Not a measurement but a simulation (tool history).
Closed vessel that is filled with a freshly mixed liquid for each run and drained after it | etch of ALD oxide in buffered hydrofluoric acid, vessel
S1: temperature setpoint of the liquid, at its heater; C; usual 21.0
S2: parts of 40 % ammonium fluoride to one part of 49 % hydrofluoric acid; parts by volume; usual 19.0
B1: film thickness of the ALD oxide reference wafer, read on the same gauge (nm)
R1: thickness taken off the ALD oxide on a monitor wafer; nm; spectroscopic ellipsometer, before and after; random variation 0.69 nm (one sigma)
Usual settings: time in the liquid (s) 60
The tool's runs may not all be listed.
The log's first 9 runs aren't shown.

{"run": 10, "day": 21.879, "S1": 21.0, "S2": 19.0, "time in the liquid (s)": 60, "B1": 69.97, "R1": 76.86}
{"day": 22.317, "done": "gauge calibrated"}
{"run": 11, "day": 23.421, "S1": 21.0, "S2": 19.0, "time in the liquid (s)": 60, "B1": 69.99, "R1": 76.56}
{"run": 12, "day": 26.217, "S1": 21.0, "S2": 14.0, "time in the liquid (s)": 60, "B1": 69.99, "R1": 104.52}
{"run": 13, "day": 27.725, "S1": 21.0, "S2": 19.0, "time in the liquid (s)": 60, "B1": 69.99, "R1": 76.28}
{"run": 14, "day": 29.1, "S1": 24.5, "S2": 19.0, "time in the liquid (s)": 60, "B1": 70.02, "R1": 92.08}
{"run": 15, "day": 31.208, "S1": 19.5, "S2": 13.0, "time in the liquid (s)": 60, "B1": 70.02, "R1": 101.15}
{"day": 31.904, "done": "hydrofluoric acid flow meter replaced"}
{"run": 16, "day": 32.338, "S1": 25.0, "S2": 19.0, "time in the liquid (s)": 80, "B1": 70.0, "R1": 126.66}
{"run": 17, "day": 34.258, "S1": 21.0, "S2": 19.0, "time in the liquid (s)": 90, "B1": 70.01, "R1": 112.49}
{"day": 34.396, "done": "thermometer replaced"}
{"run": 18, "day": 36.3, "S1": 17.0, "S2": 19.0, "time in the liquid (s)": 60, "B1": 70.01, "R1": 60.8}
{"run": 19, "day": 39.179, "S1": 21.0, "S2": 24.0, "time in the liquid (s)": 60, "B1": 69.98, "R1": 63.21}
{"run": 20, "day": 40.821, "S1": 21.0, "S2": 19.0, "time in the liquid (s)": 30, "B1": 69.98, "R1": 38.22}
{"run": 21, "day": 43.558, "S1": 21.0, "S2": 19.0, "time in the liquid (s)": 60, "B1": 70.02, "R1": 75.54}
{"run": 22, "day": 49.383, "S1": 21.0, "S2": 12.0, "time in the liquid (s)": 35, "B1": 70.01, "R1": 70.0}
{"run": 23, "day": 50.458, "S1": 21.0, "S2": 19.0, "time in the liquid (s)": 50, "B1": 69.99, "R1": 63.51}
{"run": 24, "day": 52.767, "S1": 21.0, "S2": 19.0, "time in the liquid (s)": 60, "B1": 70.0, "R1": 76.13}
{"run": 25, "day": 54.896, "S1": 21.0, "S2": 19.0, "time in the liquid (s)": 60, "B1": 70.02, "R1": 76.45}
{"run": 26, "day": 56.221, "S1": 21.0, "S2": 19.0, "time in the liquid (s)": 60, "B1": 70.0, "R1": 76.84}
{"run": 27, "day": 57.867, "S1": 17.0, "S2": 25.5, "time in the liquid (s)": 35, "B1": 70.01, "R1": 28.52}
{"run": 28, "day": 60.838, "S1": 19.5, "S2": 23.5, "time in the liquid (s)": 70, "B1": 70.0, "R1": 70.85}
{"run": 29, "day": 62.558, "S1": 19.5, "S2": 13.0, "time in the liquid (s)": 60, "B1": 69.99, "R1": 100.59}
{"run": 30, "day": 64.762, "S1": 22.5, "S2": 12.5, "time in the liquid (s)": 90, "B1": 69.98, "R1": 189.37}

Forecast each of these 3 alternatives for the next run:
{"run": "A", "day": 64.792, "S1": 25.5, "S2": 19.0, "time in the liquid (s)": 60, "B1": "?", "R1": "?"}
{"run": "B", "day": 64.792, "S1": 23.5, "S2": 15.0, "time in the liquid (s)": 70, "B1": "?", "R1": "?"}
{"run": "C", "day": 64.792, "S1": 23.5, "S2": 16.5, "time in the liquid (s)": 60, "B1": "?", "R1": "?"}

run=A B1=70.00 R1=96.77
run=B B1=70.00 R1=127.76
run=C B1=70.00 R1=99.71
Without the tool's hidden state the same runs would have given:
run=A R1=96.77
run=B R1=127.76
run=C R1=99.71
